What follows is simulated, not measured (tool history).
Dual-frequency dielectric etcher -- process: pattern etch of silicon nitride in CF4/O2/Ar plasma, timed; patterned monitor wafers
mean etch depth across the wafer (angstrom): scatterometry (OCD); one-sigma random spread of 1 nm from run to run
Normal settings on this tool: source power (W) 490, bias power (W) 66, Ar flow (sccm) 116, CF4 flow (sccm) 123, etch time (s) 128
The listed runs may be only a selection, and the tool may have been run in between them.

run   hour  source power (W)  bias power (W)  Ar flow (sccm)  CF4 flow (sccm)  etch time (s)  wafers since the last listed run  hours since the last wet clean  hours since the last source power generator calibration  hours since the last bias power generator calibration  hours since the last Ar flow controller change  hours since the last CF4 flow controller change  hours since the last upper electrode change  hours since the gauge calibration  read-back reference wafer on the same gauge, depth_nm  mean etch depth across the wafer (angstrom)
  1      0               490              66             116              123            128                                 0                             423                                                   4827.1                                                 2334.8                                          3884.4                                           4111.8                                       3647.8                              344.4                                                  307.8                                         2860
  2   24.4               490              66             116              123            128                               254                           447.4                                                   4851.5                                                 2359.2                                          3908.8                                           4136.2                                       3672.2                              368.8                                                  308.4                                         2873
  3   46.1               490              66             116              123            128                               226                           469.1                                                   4873.2                                                 2380.9                                          3930.5                                           4157.9                                       3693.9                              390.5                                                  307.7                                         2862
      93.5  -- upper electrode replaced
  4     94               450              66             105              123            128                               249                             517                                                   4921.1                                                 2428.8                                          3978.4                                           4205.8                                          0.5                              438.4                                                  308.1                                         2784
  5  103.9               490              66             116              123            128                               103                           526.9                                                     4931                                                 2438.7                                          3988.3                                           4215.7                                         10.4                              448.3                                                  308.1                                         2848
     134.5  -- wet clean of the chamber
  6    135               490              66             116              123            128                                74                             0.5                                                   4962.1                                                 2469.8                                          4019.4                                           4246.8                                         41.5                              479.4                                                  307.9                                         2751
  7  137.3               490              66             138              123            128                                23                             2.8                                                   4964.4                                                 2472.1                                          4021.7                                           4249.1                                         43.8                              481.7                                                    308                                         2680
     161.7  -- Ar flow controller replaced
  8  163.2               490              53             116              123          116.5                               207                            28.7                                                   4990.3                                                   2498                                             1.5                                             4275                                         69.7                              507.6                                                  308.2                                         2286
  9  176.5               490              66             124              123             90                               138                              42                                                   5003.6                                                 2511.3                                            14.8                                           4288.3                                           83                              520.9                                                  307.9                                         1923
     181.1  -- gauge calibrated
       195  -- source power generator calibrated
 10  195.5               490              66             116              110            128                               156                              61                                                      0.5                                                 2530.3                                            33.8                                           4307.3                                          102                               14.4                                                  308.1                                         2716
     239.6  -- wet clean of the chamber, repeated, since the last time left the tool worse
 11  240.1               490              66             116              123            128                               214                             0.5                                                     45.1                                                 2574.9                                            78.4                                           4351.9                                        146.6                                 59                                                  307.7                                         2931
 12    304               490              66              95              142           96.5                               666                            64.4                                                      109                                                 2638.8                                           142.3                                           4415.8                                        210.5                              122.9                                                  308.1                                         2295
     314.4  -- bias power generator calibrated
     322.6  -- CF4 flow controller replaced
 13  323.1               490              73             116              123            128                                94                            83.5                                                    128.1                                                    8.7                                           161.4                                              0.5                                        229.6                                142                                                    308                                         3046
 14  344.1               490              53             116              134            128                               218                           104.5                                                    149.1                                                   29.7                                           182.4                                             21.5                                        250.6                                163                                                  307.9                                         2693
 15  361.3               490              54             127              109            128                               179                           121.7                                                    166.3                                                   46.9                                           199.6                                             38.7                                        267.8                              180.2                                                    308                                         2636
 16  389.4               490              54             130               94            128                               292                           149.8                                                    194.4                                                     75                                           227.7                                             66.8                                        295.9                              208.3                                                  307.8                                         2557
 17  415.5               490              66             116              123            128                               272                           175.9                                                    220.5                                                  101.1                                           253.8                                             92.9                                          322                              234.4                                                    308                                         2891
 18  427.7               540              55             132              137            128                               127                           188.1                                                    232.7                                                  113.3                                             266                                            105.1                                        334.2                              246.6                                                    308                                         2790
 19  456.1               490              58              91              138          156.5                               296                           216.5                                                    261.1                                                  141.7                                           294.4                                            133.5                                        362.6                                275                                                  308.2                                         3534
 20  470.3               600              81             127              123            128                               148                           230.7                                                    275.3                                                  155.9                                           308.6                                            147.7                                        376.8                              289.2                                                  308.3                                         3402

Here are 5 independent what-if runs from the current tool condition. What would each one return?
  A  470.8               400              66             116              123            128                                 5                           231.2                                                    275.8                                                  156.4                                           309.1                                            148.2                                        377.3                              289.7                                                      ?                                            ?
  B  470.8               450              66             116              145            128                                 5                           231.2                                                    275.8                                                  156.4                                           309.1                                            148.2                                        377.3                              289.7                                                      ?                                            ?
  C  470.8               490              66             116              123          152.5                                 5                           231.2                                                    275.8                                                  156.4                                           309.1                                            148.2                                        377.3                              289.7                                                      ?                                            ?
  D  470.8               490              66              90              146            128                                 5                           231.2                                                    275.8                                                  156.4                                           309.1                                            148.2                                        377.3                              289.7                                                      ?                                            ?
  E  470.8               490              66             107              123            149                                 5                           231.2                                                    275.8                                                  156.4                                           309.1                                            148.2                                        377.3                              289.7                                                      ?                                            ?

run  read-back reference wafer on the same gauge, depth_nm  mean etch depth across the wafer (angstrom)
  A                                                    308                                         2623
  B                                                    308                                         2805
  C                                                    308                                         3419
  D                                                    308                                         3020
  E                                                    308                                         3381
Without the tool's unlogged condition, the same runs would have read:
run  mean etch depth across the wafer (angstrom)
  A                                         2672
  B                                         2857
  C                                         3483
  D                                         3076
  E                                         3444
